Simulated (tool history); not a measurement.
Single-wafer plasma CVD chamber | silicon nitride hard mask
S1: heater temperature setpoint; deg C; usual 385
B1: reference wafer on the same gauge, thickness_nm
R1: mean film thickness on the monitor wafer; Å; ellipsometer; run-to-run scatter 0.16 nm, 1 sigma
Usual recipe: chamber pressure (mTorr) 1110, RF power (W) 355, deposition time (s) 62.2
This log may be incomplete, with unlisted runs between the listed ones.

{"run": 1, "hour": 0.0, "S1": 385, "chamber pressure (mTorr)": 1110, "RF power (W)": 335, "deposition time (s)": 62.2, "B1": 63.715, "R1": 682.3}
{"run": 2, "hour": 78.1, "S1": 385, "chamber pressure (mTorr)": 1110, "RF power (W)": 355, "deposition time (s)": 62.2, "B1": 63.704, "R1": 710.93}
{"run": 3, "hour": 160.0, "S1": 385, "chamber pressure (mTorr)": 1110, "RF power (W)": 355, "deposition time (s)": 62.2, "B1": 63.714, "R1": 707.96}
{"run": 4, "hour": 237.8, "S1": 385, "chamber pressure (mTorr)": 1110, "RF power (W)": 355, "deposition time (s)": 62.2, "B1": 63.69, "R1": 708.73}
{"hour": 292.8, "done": "thermocouple changed; heater temperature recalibrated"}
{"run": 5, "hour": 342.2, "S1": 385, "chamber pressure (mTorr)": 1110, "RF power (W)": 355, "deposition time (s)": 62.2, "B1": 63.751, "R1": 707.33}
{"run": 6, "hour": 394.8, "S1": 385, "chamber pressure (mTorr)": 1110, "RF power (W)": 355, "deposition time (s)": 62.2, "B1": 63.678, "R1": 703.51}
{"run": 7, "hour": 439.5, "S1": 385, "chamber pressure (mTorr)": 990, "RF power (W)": 355, "deposition time (s)": 55, "B1": 63.675, "R1": 597.41}
{"hour": 525.3, "done": "gauge calibrated"}
{"run": 8, "hour": 528.6, "S1": 385, "chamber pressure (mTorr)": 990, "RF power (W)": 355, "deposition time (s)": 55, "B1": 63.709, "R1": 595.56}
{"run": 9, "hour": 604.0, "S1": 385, "chamber pressure (mTorr)": 1110, "RF power (W)": 355, "deposition time (s)": 62.2, "B1": 63.71, "R1": 705.33}
{"run": 10, "hour": 664.4, "S1": 385, "chamber pressure (mTorr)": 1110, "RF power (W)": 355, "deposition time (s)": 62.2, "B1": 63.729, "R1": 700.77}
{"run": 11, "hour": 702.2, "S1": 385, "chamber pressure (mTorr)": 1110, "RF power (W)": 355, "deposition time (s)": 62.2, "B1": 63.698, "R1": 702.95}
{"run": 12, "hour": 769.7, "S1": 385, "chamber pressure (mTorr)": 1000, "RF power (W)": 355, "deposition time (s)": 51.6, "B1": 63.718, "R1": 562.21}
{"run": 13, "hour": 838.2, "S1": 385, "chamber pressure (mTorr)": 960, "RF power (W)": 375, "deposition time (s)": 66.5, "B1": 63.731, "R1": 736.46}
{"hour": 863.5, "done": "RF generator calibrated"}
{"run": 14, "hour": 885.7, "S1": 390, "chamber pressure (mTorr)": 910, "RF power (W)": 355, "deposition time (s)": 57, "B1": 63.639, "R1": 603.55}
{"hour": 1106.3, "done": "showerhead replaced"}
{"hour": 1194.3, "done": "capacitance manometer re-zeroed and calibrated"}
{"run": 15, "hour": 1194.8, "S1": 385, "chamber pressure (mTorr)": 980, "RF power (W)": 420, "deposition time (s)": 62.2, "B1": 63.708, "R1": 754.51}
{"run": 16, "hour": 1270.7, "S1": 376, "chamber pressure (mTorr)": 1110, "RF power (W)": 355, "deposition time (s)": 62.2, "B1": 63.632, "R1": 716.02}
{"run": 17, "hour": 1325.9, "S1": 385, "chamber pressure (mTorr)": 1110, "RF power (W)": 355, "deposition time (s)": 52, "B1": 63.682, "R1": 595.75}
{"run": 18, "hour": 1373.8, "S1": 385, "chamber pressure (mTorr)": 860, "RF power (W)": 355, "deposition time (s)": 62.2, "B1": 63.625, "R1": 645.62}
{"run": 19, "hour": 1458.4, "S1": 385, "chamber pressure (mTorr)": 1110, "RF power (W)": 335, "deposition time (s)": 62.2, "B1": 63.729, "R1": 689.14}
{"run": 20, "hour": 1509.7, "S1": 385, "chamber pressure (mTorr)": 870, "RF power (W)": 320, "deposition time (s)": 50.7, "B1": 63.765, "R1": 494.26}
{"hour": 1538.8, "done": "thermocouple changed; heater temperature recalibrated"}
{"run": 21, "hour": 1546.6, "S1": 385, "chamber pressure (mTorr)": 1110, "RF power (W)": 355, "deposition time (s)": 62.2, "B1": 63.705, "R1": 713.81}
{"run": 22, "hour": 1611.9, "S1": 385, "chamber pressure (mTorr)": 1110, "RF power (W)": 355, "deposition time (s)": 62.2, "B1": 63.734, "R1": 716.2}
{"run": 23, "hour": 1700.8, "S1": 385, "chamber pressure (mTorr)": 1110, "RF power (W)": 355, "deposition time (s)": 62.2, "B1": 63.658, "R1": 715.89}
{"run": 24, "hour": 1747.1, "S1": 373, "chamber pressure (mTorr)": 850, "RF power (W)": 355, "deposition time (s)": 62.2, "B1": 63.714, "R1": 642.96}
{"run": 25, "hour": 1832.7, "S1": 376, "chamber pressure (mTorr)": 1110, "RF power (W)": 355, "deposition time (s)": 74.6, "B1": 63.722, "R1": 859.93}
{"run": 26, "hour": 1913.8, "S1": 385, "chamber pressure (mTorr)": 1110, "RF power (W)": 410, "deposition time (s)": 62.2, "B1": 63.716, "R1": 780.12}
{"run": 27, "hour": 2019.3, "S1": 385, "chamber pressure (mTorr)": 1110, "RF power (W)": 355, "deposition time (s)": 68.1, "B1": 63.689, "R1": 779.74}
{"run": 28, "hour": 2063.1, "S1": 385, "chamber pressure (mTorr)": 1320, "RF power (W)": 355, "deposition time (s)": 70.4, "B1": 63.693, "R1": 859.03}

Here are 4 independent what-if runs from the current tool condition. What would each one return?
{"run": "A", "hour": 2063.5, "S1": 385, "chamber pressure (mTorr)": 1020, "RF power (W)": 355, "deposition time (s)": 62.2, "B1": "?", "R1": "?"}
{"run": "B", "hour": 2063.5, "S1": 380, "chamber pressure (mTorr)": 1030, "RF power (W)": 420, "deposition time (s)": 69.2, "B1": "?", "R1": "?"}
{"run": "C", "hour": 2063.5, "S1": 392, "chamber pressure (mTorr)": 1110, "RF power (W)": 355, "deposition time (s)": 71.7, "B1": "?", "R1": "?"}
{"run": "D", "hour": 2063.5, "S1": 376, "chamber pressure (mTorr)": 950, "RF power (W)": 355, "deposition time (s)": 62.2, "B1": "?", "R1": "?"}

run=A B1=63.691 R1=690.63
run=B B1=63.691 R1=859
run=C B1=63.691 R1=818.73
run=D B1=63.691 R1=675.11
Take away the tool's hidden state, keep each run's random variation, and the runs would have read:
run=A R1=693.93
run=B R1=862.81
run=C R1=822.64
run=D R1=678.34
